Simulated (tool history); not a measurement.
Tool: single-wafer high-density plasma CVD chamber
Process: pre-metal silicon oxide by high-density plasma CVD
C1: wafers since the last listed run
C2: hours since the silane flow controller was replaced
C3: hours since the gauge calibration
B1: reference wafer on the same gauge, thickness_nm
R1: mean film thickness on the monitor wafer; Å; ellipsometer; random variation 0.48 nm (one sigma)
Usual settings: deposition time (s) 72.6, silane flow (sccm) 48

{"run": 1, "day": 0.0, "deposition time (s)": 72.6, "silane flow (sccm)": 55, "C1": 0, "C2": 3447.5, "C3": 344.8, "B1": 278.971, "R1": 3472.35}
{"run": 2, "day": 1.112, "deposition time (s)": 72.6, "silane flow (sccm)": 55, "C1": 681, "C2": 3474.2, "C3": 371.5, "B1": 278.951, "R1": 3460.03}
{"run": 3, "day": 2.308, "deposition time (s)": 72.6, "silane flow (sccm)": 51, "C1": 732, "C2": 3502.9, "C3": 400.2, "B1": 279.002, "R1": 3247.78}
{"run": 4, "day": 2.992, "deposition time (s)": 77.2, "silane flow (sccm)": 42, "C1": 418, "C2": 3519.3, "C3": 416.6, "B1": 279.007, "R1": 2907.75}
{"run": 5, "day": 4.379, "deposition time (s)": 77.2, "silane flow (sccm)": 42, "C1": 850, "C2": 3552.6, "C3": 449.9, "B1": 279.104, "R1": 2908.77}
{"run": 6, "day": 5.65, "deposition time (s)": 77.2, "silane flow (sccm)": 42, "C1": 778, "C2": 3583.1, "C3": 480.4, "B1": 278.962, "R1": 2905.3}
{"run": 7, "day": 7.071, "deposition time (s)": 72.6, "silane flow (sccm)": 48, "C1": 870, "C2": 3617.2, "C3": 514.5, "B1": 278.897, "R1": 3063.19}
{"run": 8, "day": 8.233, "deposition time (s)": 72.6, "silane flow (sccm)": 48, "C1": 712, "C2": 3645.1, "C3": 542.4, "B1": 279.124, "R1": 3060.64}
{"run": 9, "day": 9.358, "deposition time (s)": 62.7, "silane flow (sccm)": 44, "C1": 689, "C2": 3672.1, "C3": 569.4, "B1": 278.996, "R1": 2454.66}
{"run": 10, "day": 10.388, "deposition time (s)": 58.6, "silane flow (sccm)": 41, "C1": 630, "C2": 3696.8, "C3": 594.1, "B1": 278.94, "R1": 2154.96}
{"day": 12.088, "done": "gauge calibrated"}
{"run": 11, "day": 13.138, "deposition time (s)": 77.8, "silane flow (sccm)": 48, "C1": 1685, "C2": 3762.8, "C3": 25.2, "B1": 279.041, "R1": 3272.05}
{"run": 12, "day": 14.362, "deposition time (s)": 65.6, "silane flow (sccm)": 43, "C1": 750, "C2": 3792.2, "C3": 54.6, "B1": 278.975, "R1": 2513.36}
{"run": 13, "day": 15.7, "deposition time (s)": 77.2, "silane flow (sccm)": 42, "C1": 819, "C2": 3824.3, "C3": 86.7, "B1": 279.032, "R1": 2894.06}
{"day": 17.188, "done": "silane flow controller replaced"}
{"run": 14, "day": 17.208, "deposition time (s)": 86.6, "silane flow (sccm)": 57, "C1": 720, "C2": 0.5, "C3": 122.9, "B1": 279.088, "R1": 4408.02}
{"run": 15, "day": 20.329, "deposition time (s)": 72.6, "silane flow (sccm)": 48, "C1": 1912, "C2": 75.4, "C3": 197.8, "B1": 278.912, "R1": 3173.34}
{"run": 16, "day": 21.683, "deposition time (s)": 68.7, "silane flow (sccm)": 39, "C1": 829, "C2": 107.9, "C3": 230.3, "B1": 278.988, "R1": 2511.34}

How the hidden state differs across the entries between the runs, from the last listed run before each to the first after it:
Between runs 10 and 11: gauge calibrated (day 12.088)
  delivered silane flow above the setpoint (%): -4.08 -> -4.24
  measured less the result without the state, R1: -79.29 -> -125.17 Å
Between runs 13 and 14: silane flow controller replaced (day 17.188)
  delivered silane flow above the setpoint (%): -4.39 -> 0.112
  measured less the result without the state, R1: -114.73 -> +4.27 Å

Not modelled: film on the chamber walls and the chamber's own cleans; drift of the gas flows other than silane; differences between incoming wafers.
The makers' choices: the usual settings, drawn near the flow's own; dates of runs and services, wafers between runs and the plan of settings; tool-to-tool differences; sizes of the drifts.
